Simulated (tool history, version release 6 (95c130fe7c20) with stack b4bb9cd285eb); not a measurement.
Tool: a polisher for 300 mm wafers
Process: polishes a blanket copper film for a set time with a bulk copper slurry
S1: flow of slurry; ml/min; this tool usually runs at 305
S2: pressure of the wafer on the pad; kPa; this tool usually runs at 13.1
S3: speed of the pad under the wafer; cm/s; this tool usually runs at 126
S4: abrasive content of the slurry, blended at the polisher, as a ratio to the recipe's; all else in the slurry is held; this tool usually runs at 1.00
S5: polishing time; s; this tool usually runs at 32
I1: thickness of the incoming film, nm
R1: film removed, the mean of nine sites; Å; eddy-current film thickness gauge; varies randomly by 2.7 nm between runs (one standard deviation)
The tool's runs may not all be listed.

| run | hour | S1 | S2 | S3 | S4 | S5 | I1 | R1 |
|---|---|---|---|---|---|---|---|---|
| 1 | 0.0 | 305 | 13.1 | 126 | 1.00 | 32 | 3254.3 | 2640 |
| 2 | 6.6 | 305 | 13.1 | 126 | 1.00 | 32 | 3229.1 | 2637 |
| 3 | 17.5 | 305 | 13.1 | 126 | 1.00 | 32 | 3242.2 | 2647 |
| 4 | 30.1 | 370 | 13.1 | 126 | 1.20 | 32 | 3222.1 | 2687 |
| 5 | 39.8 | 370 | 13.1 | 126 | 1.20 | 32 | 3229.2 | 2668 |
| 6 | 48.0 | 305 | 10.3 | 126 | 1.00 | 32 | 3235.0 | 2074 |
|  | 53.5 | worn pad replaced by a new one |
| 7 | 63.3 | 270 | 13.1 | 126 | 1.00 | 32 | 3213.5 | 2570 |
| 8 | 78.1 | 270 | 13.1 | 126 | 1.00 | 32 | 3254.5 | 2547 |
| 9 | 90.1 | 270 | 13.1 | 126 | 1.00 | 32 | 3190.1 | 2538 |
| 10 | 106.8 | 305 | 13.1 | 126 | 1.00 | 35 | 3249.4 | 2810 |
| 11 | 112.8 | 305 | 13.1 | 126 | 1.00 | 32 | 3217.3 | 2525 |
|  | 129.0 | slurry blender recalibrated |
| 12 | 129.5 | 305 | 13.1 | 148 | 1.00 | 32 | 3200.6 | 3047 |
| 13 | 136.0 | 305 | 13.1 | 148 | 1.00 | 32 | 3230.4 | 3059 |
|  | 144.5 | slurry nozzle cleaned |
| 14 | 151.9 | 305 | 13.1 | 148 | 1.00 | 32 | 3189.9 | 3061 |
|  | 158.1 | worn pad replaced by a new one |
| 15 | 159.6 | 345 | 13.1 | 126 | 1.00 | 32 | 3227.9 | 2687 |
| 16 | 177.2 | 305 | 13.1 | 148 | 1.00 | 32 | 3209.5 | 3041 |
| 17 | 187.4 | 305 | 13.1 | 100 | 1.00 | 22 | 3233.1 | 1509 |
| 18 | 197.5 | 200 | 17.9 | 102 | 1.25 | 32 | 3222.2 | 3084 |
| 19 | 210.2 | 305 | 9.0 | 100 | 1.00 | 23 | 3227.1 | 1092 |
| 20 | 218.8 | 335 | 13.1 | 126 | 1.00 | 32 | 3218.6 | 2657 |
| 21 | 228.1 | 220 | 11.0 | 126 | 1.15 | 39 | 3215.8 | 2715 |
| 22 | 240.0 | 305 | 13.1 | 126 | 1.00 | 32 | 3196.0 | 2621 |
| 23 | 249.6 | 305 | 13.1 | 126 | 1.00 | 32 | 3180.3 | 2622 |
|  | 257.4 | head pressure recalibrated |
|  | 262.8 | worn pad replaced by a new one |
| 24 | 263.3 | 395 | 9.7 | 126 | 1.20 | 22 | 3260.3 | 1366 |
| 25 | 270.3 | 200 | 9.0 | 170 | 0.90 | 32 | 3286.0 | 2105 |
| 26 | 282.7 | 270 | 17.2 | 126 | 1.00 | 41 | 3184.2 | 4303 |
| 27 | 294.9 | 405 | 13.1 | 138 | 0.85 | 38 | 3264.0 | 3242 |
| 28 | 305.6 | 305 | 11.0 | 126 | 1.20 | 32 | 3191.9 | 2249 |
| 29 | 318.8 | 255 | 13.1 | 126 | 1.00 | 32 | 3276.7 | 2483 |
| 30 | 330.0 | 305 | 13.1 | 126 | 1.20 | 32 | 3215.7 | 2597 |

5 ways to go on from here, each from the tool as it stands after run 30. What would each give?
| A | 330.4 | 305 | 13.1 | 152 | 1.00 | 32 | 3202.1 | ? |
| B | 330.4 | 305 | 15.9 | 98 | 1.20 | 23 | 3202.1 | ? |
| C | 330.4 | 260 | 13.1 | 126 | 1.00 | 41 | 3202.1 | ? |
| D | 330.4 | 305 | 13.1 | 94 | 1.00 | 39 | 3202.1 | ? |
| E | 330.4 | 305 | 15.2 | 126 | 1.15 | 32 | 3202.1 | ? |

| run | R1 |
|---|---|
| A | 2954 |
| B | 1883 |
| C | 3225 |
| D | 2491 |
| E | 3009 |
Without the tool's unlogged condition, the same runs would have read:
| run | R1 |
|---|---|
| A | 3145 |
| B | 2006 |
| C | 3433 |
| D | 2652 |
| E | 3205 |
